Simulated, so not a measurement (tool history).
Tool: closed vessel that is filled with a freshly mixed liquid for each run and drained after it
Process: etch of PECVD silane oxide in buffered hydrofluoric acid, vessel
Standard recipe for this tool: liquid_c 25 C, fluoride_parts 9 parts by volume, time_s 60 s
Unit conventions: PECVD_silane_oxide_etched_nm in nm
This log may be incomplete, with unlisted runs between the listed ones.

run     day  liquid_c  fluoride_parts  time_s  read-back film thickness of the PECVD silane oxide reference wafer, read on the same gauge (nm)  PECVD_silane_oxide_etched_nm
  1       0        25               9      60                                                                                            99.99                        165.98
  2   2.296        25               9      60                                                                                            99.95                         162.7
  3    3.55      26.5               9      60                                                                                              100                        177.05
  4   6.579      26.5               9      60                                                                                            99.97                        175.61
  5   9.125      26.5               9      60                                                                                            99.98                        174.92
  6  11.604        26              10      60                                                                                           100.01                        153.03
  7  13.533        25               9      60                                                                                           100.01                        157.53
  8  16.521        25               9      75                                                                                            99.96                        195.39
  9  19.112      27.5             6.5      35                                                                                           100.07                        163.93
 10  20.296        25               9      60                                                                                           100.01                        174.29
 11  22.558        25               6      35                                                                                              100                        151.42
 12  24.238      29.5              12      60                                                                                            99.99                        171.41
 13      27        20               9      60                                                                                            99.97                        130.64
 14  29.462      22.5               9      60                                                                                           100.01                        151.17
 15   31.55        29               9      80                                                                                           100.02                        285.85

The log once held 3 entries between its listed runs, left out of this copy. Where does each go, and what is different about the tool's unlogged condition between the listed run before it and the listed run after it?
After run 7, before run 8: thermometer replaced (day 16.458)
  hydrofluoric acid flow below the setpoint (%): 12.9 -> 13.8
  what was measured, less what the result would be without the hidden state, PECVD_silane_oxide_etched_nm: -16.2 -> -22.41 nm
After run 8, before run 9: hydrofluoric acid flow meter replaced (day 18.133); gauge calibrated (day 18.946)
  hydrofluoric acid flow below the setpoint (%): 13.8 -> 0.589
  what was measured, less what the result would be without the hidden state, PECVD_silane_oxide_etched_nm: -22.41 -> -0.83 nm

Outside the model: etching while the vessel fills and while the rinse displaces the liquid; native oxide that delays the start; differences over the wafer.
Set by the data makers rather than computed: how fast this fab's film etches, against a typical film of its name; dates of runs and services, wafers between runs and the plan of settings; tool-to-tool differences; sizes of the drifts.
